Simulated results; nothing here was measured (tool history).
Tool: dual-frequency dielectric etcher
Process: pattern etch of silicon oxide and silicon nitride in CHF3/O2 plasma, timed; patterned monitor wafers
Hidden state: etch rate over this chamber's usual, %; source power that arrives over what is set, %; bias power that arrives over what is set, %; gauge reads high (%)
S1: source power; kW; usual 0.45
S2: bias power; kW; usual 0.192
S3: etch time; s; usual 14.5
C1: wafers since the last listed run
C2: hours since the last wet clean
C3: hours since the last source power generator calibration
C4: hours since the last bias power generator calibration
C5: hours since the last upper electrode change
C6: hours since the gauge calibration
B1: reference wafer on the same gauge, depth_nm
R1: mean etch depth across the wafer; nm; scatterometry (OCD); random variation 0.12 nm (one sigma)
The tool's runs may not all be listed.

run,day,S1,S2,S3,C1,C2,C3,C4,C5,C6,B1,R1
1,0,0.37,0.192,14.5,0,267.1,2327.6,1194.8,1291.4,1770.2,21.84,16.66
2,2.329,0.37,0.192,14.5,1269,323,2383.5,1250.7,1347.3,1826.1,21.8,16.41
3,4.954,0.45,0.221,14.5,1431,386,2446.5,1313.7,1410.3,1889.1,21.79,18.5
# day 6.529: wet clean of the chamber
4,7.792,0.45,0.221,14.5,1001,30.3,2514.6,1381.8,1478.4,1957.2,21.76,19.54
5,12.279,0.45,0.221,14.5,2446,138,2622.3,1489.5,1586.1,2064.9,21.79,19.15
6,14.946,0.45,0.192,14.5,1453,202,2686.3,1553.5,1650.1,2128.9,21.77,18.02
# day 15.358: source power generator calibrated
7,17.821,0.45,0.192,14.5,1476,271,59.1,1622.5,1719.1,2197.9,21.79,17.77
# day 19.225: gauge calibrated
8,20.346,0.45,0.192,14.5,1376,331.6,119.7,1683.1,1779.7,26.9,21.78,17.73
9,22.071,0.45,0.168,14.5,940,373,161.1,1724.5,1821.1,68.3,21.8,16.75
# day 25.288: wet clean of the chamber
10,25.308,0.45,0.168,14.5,1219,0.5,238.8,1802.2,1898.8,146,21.77,17.44
11,26.058,0.45,0.168,14.5,408,18.5,256.8,1820.2,1916.8,164,21.84,17.25
12,28.262,0.45,0.192,14.5,1201,71.4,309.7,1873.1,1969.7,216.9,21.81,18.14
13,30.146,0.34,0.174,19,1026,116.6,354.9,1918.3,2014.9,262.1,21.84,20.3
14,33.304,0.45,0.192,14.5,1721,192.4,430.7,1994.1,2090.7,337.9,21.81,18.26
15,35.346,0.54,0.192,14.5,1113,241.4,479.7,2043.1,2139.7,386.9,21.77,19.18
# day 37.733: upper electrode replaced, of another model than before
16,37.754,0.45,0.211,14.5,767,299.2,537.5,2100.9,0.5,444.7,21.82,19.08
17,41.367,0.39,0.144,12.5,1969,385.9,624.2,2187.6,87.2,531.4,21.81,11.62
# day 44.233: wet clean of the chamber
18,44.254,0.36,0.18,14.5,1029,0.5,693.5,2256.9,156.5,600.7,21.79,16.59
19,45.292,0.45,0.192,14.5,565,25.4,718.4,2281.8,181.4,625.6,21.83,18.31
# day 45.704: bias power generator calibrated
20,51.45,0.49,0.227,14.5,3266,173.2,866.2,137.9,329.2,773.4,21.78,20.48
21,54.775,0.37,0.192,14.5,1812,253,946,217.7,409,853.2,21.78,16.92
22,57.796,0.45,0.192,14.5,1646,325.5,1018.5,290.2,481.5,925.7,21.8,17.9
23,60.138,0.55,0.206,16,1276,381.7,1074.7,346.4,537.7,981.9,21.84,21.42
24,61.792,0.45,0.172,10.5,901,421.4,1114.4,386.1,577.4,1021.6,21.85,11.75
25,63.533,0.48,0.156,12,949,463.2,1156.2,427.9,619.2,1063.4,21.79,12.7
# day 64.683: wet clean of the chamber
26,66,0.5,0.157,16.5,799,31.6,1215.4,487.1,678.4,1122.6,21.81,18.75
27,77.238,0.45,0.205,14.5,6126,301.3,1485.1,756.8,948.1,1392.3,21.8,18.51
28,79.712,0.45,0.192,14.5,1349,360.7,1544.5,816.2,1007.5,1451.7,21.77,17.79
29,81.883,0.37,0.192,14.5,1183,412.8,1596.6,868.3,1059.6,1503.8,21.77,16.41

Some steps in R1 between neighbouring runs. How much of each would the tool show without its hidden state too (settings, what came in, random variation), and how much is left for the hidden state, with any gauge scatter that isn't in both results?
Run 3 -> 4: wet clean of the chamber. R1 +1.04 nm: hidden state +0.76, all else +0.28.
Run 9 -> 10: wet clean of the chamber. R1 +0.69 nm: hidden state +0.65, all else +0.04.
Run 16 -> 17: S1 0.45 -> 0.39, S2 0.211 -> 0.144, S3 14.5 -> 12.5. R1 -7.46 nm: hidden state +0.17, all else -7.63.
Run 23 -> 24: S1 0.55 -> 0.45, S2 0.206 -> 0.172, S3 16 -> 10.5. R1 -9.67 nm: hidden state +0.39, all else -10.06.
